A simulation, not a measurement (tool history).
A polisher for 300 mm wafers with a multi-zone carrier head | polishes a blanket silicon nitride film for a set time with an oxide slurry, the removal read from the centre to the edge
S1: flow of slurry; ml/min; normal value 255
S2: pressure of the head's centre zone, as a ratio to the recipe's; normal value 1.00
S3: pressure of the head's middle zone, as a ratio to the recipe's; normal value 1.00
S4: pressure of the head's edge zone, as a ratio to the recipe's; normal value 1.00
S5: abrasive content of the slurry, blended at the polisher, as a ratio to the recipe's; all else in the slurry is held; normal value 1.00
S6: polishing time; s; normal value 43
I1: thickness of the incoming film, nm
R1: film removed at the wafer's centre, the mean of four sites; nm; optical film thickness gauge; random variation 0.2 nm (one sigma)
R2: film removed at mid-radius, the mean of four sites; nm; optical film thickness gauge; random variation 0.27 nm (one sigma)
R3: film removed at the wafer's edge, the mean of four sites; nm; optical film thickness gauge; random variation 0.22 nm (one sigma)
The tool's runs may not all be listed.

| run | hour | S1 | S2 | S3 | S4 | S5 | S6 | I1 | R1 | R2 | R3 |
|---|---|---|---|---|---|---|---|---|---|---|---|
| 1 | 0.0 | 255 | 1.00 | 1.00 | 1.00 | 1.00 | 43 | 316.5 | 18.0 | 19.4 | 18.9 |
|  | 17.2 | worn pad replaced by a new one |
| 2 | 35.9 | 255 | 1.00 | 1.09 | 1.00 | 1.00 | 43 | 306.9 | 18.0 | 21.1 | 19.5 |
| 3 | 53.4 | 255 | 1.00 | 1.00 | 1.00 | 1.00 | 43 | 313.8 | 18.2 | 19.3 | 19.0 |
| 4 | 75.9 | 255 | 1.00 | 1.00 | 1.00 | 1.00 | 43 | 304.7 | 17.6 | 19.0 | 19.4 |
|  | 94.6 | worn pad replaced by a new one |
| 5 | 104.2 | 255 | 1.00 | 1.00 | 1.00 | 1.00 | 43 | 308.6 | 18.2 | 19.9 | 19.5 |
| 6 | 116.7 | 255 | 1.00 | 1.00 | 1.00 | 1.00 | 43 | 314.1 | 18.1 | 19.6 | 19.5 |
| 7 | 131.7 | 255 | 1.00 | 1.00 | 1.00 | 1.00 | 43 | 307.2 | 17.7 | 19.5 | 19.2 |
| 8 | 157.7 | 255 | 0.97 | 1.00 | 1.00 | 1.00 | 43 | 312.4 | 17.1 | 19.4 | 19.0 |
|  | 165.4 | worn pad replaced by a new one |
| 9 | 181.1 | 255 | 1.00 | 1.00 | 1.00 | 1.00 | 54 | 306.7 | 22.5 | 24.8 | 24.4 |
|  | 207.1 | edge zone pressure recalibrated |
| 10 | 208.5 | 255 | 1.00 | 0.93 | 1.00 | 1.00 | 43 | 314.5 | 17.6 | 17.9 | 19.1 |
| 11 | 221.7 | 255 | 1.00 | 1.00 | 1.00 | 1.00 | 43 | 306.5 | 17.8 | 19.5 | 19.0 |
|  | 232.6 | worn pad replaced by a new one |
| 12 | 245.8 | 205 | 1.00 | 1.00 | 1.00 | 1.00 | 56 | 312.4 | 22.9 | 25.6 | 25.3 |
|  | 260.3 | carrier head's membrane replaced by a new one |
| 13 | 281.4 | 325 | 0.95 | 1.08 | 1.00 | 1.00 | 55 | 309.5 | 21.7 | 26.8 | 24.9 |
|  | 300.6 | centre zone pressure recalibrated |
|  | 301.1 | worn pad replaced by a new one |
|  | 301.9 | slurry nozzle cleaned |
| 14 | 311.1 | 255 | 1.00 | 1.00 | 1.00 | 1.15 | 56 | 312.5 | 26.3 | 27.2 | 26.6 |
| 15 | 358.7 | 290 | 1.00 | 1.00 | 1.08 | 1.00 | 33 | 312.0 | 14.4 | 14.7 | 14.8 |
|  | 377.3 | worn pad replaced by a new one |
| 16 | 393.2 | 255 | 0.94 | 1.00 | 0.91 | 1.00 | 56 | 305.3 | 22.8 | 25.9 | 24.3 |

Consider 5 possible next runs. They are alternatives, not a sequence: every one starts from the tool as it was left by run 16. What does each give?
| A | 393.6 | 175 | 1.00 | 1.00 | 1.00 | 1.00 | 43 | 310.8 | ? | ? | ? |
| B | 393.6 | 280 | 1.10 | 1.00 | 1.00 | 1.25 | 43 | 310.8 | ? | ? | ? |
| C | 393.6 | 255 | 1.00 | 1.00 | 1.08 | 1.15 | 43 | 310.8 | ? | ? | ? |
| D | 393.6 | 200 | 1.00 | 1.11 | 1.00 | 0.80 | 43 | 310.8 | ? | ? | ? |
| E | 393.6 | 215 | 1.00 | 1.00 | 1.00 | 1.00 | 43 | 310.8 | ? | ? | ? |

| run | R1 | R2 | R3 |
|---|---|---|---|
| A | 18.5 | 18.6 | 18.9 |
| B | 23.1 | 21.0 | 21.1 |
| C | 20.2 | 20.3 | 21.2 |
| D | 17.4 | 19.1 | 17.7 |
| E | 18.9 | 19.0 | 19.2 |
Without the tool's unlogged condition, the same runs would have read:
| run | R1 | R2 | R3 |
|---|---|---|---|
| A | 19.5 | 19.1 | 19.4 |
| B | 24.4 | 21.5 | 21.7 |
| C | 21.3 | 20.8 | 21.8 |
| D | 18.3 | 19.6 | 18.1 |
| E | 20.0 | 19.5 | 19.7 |
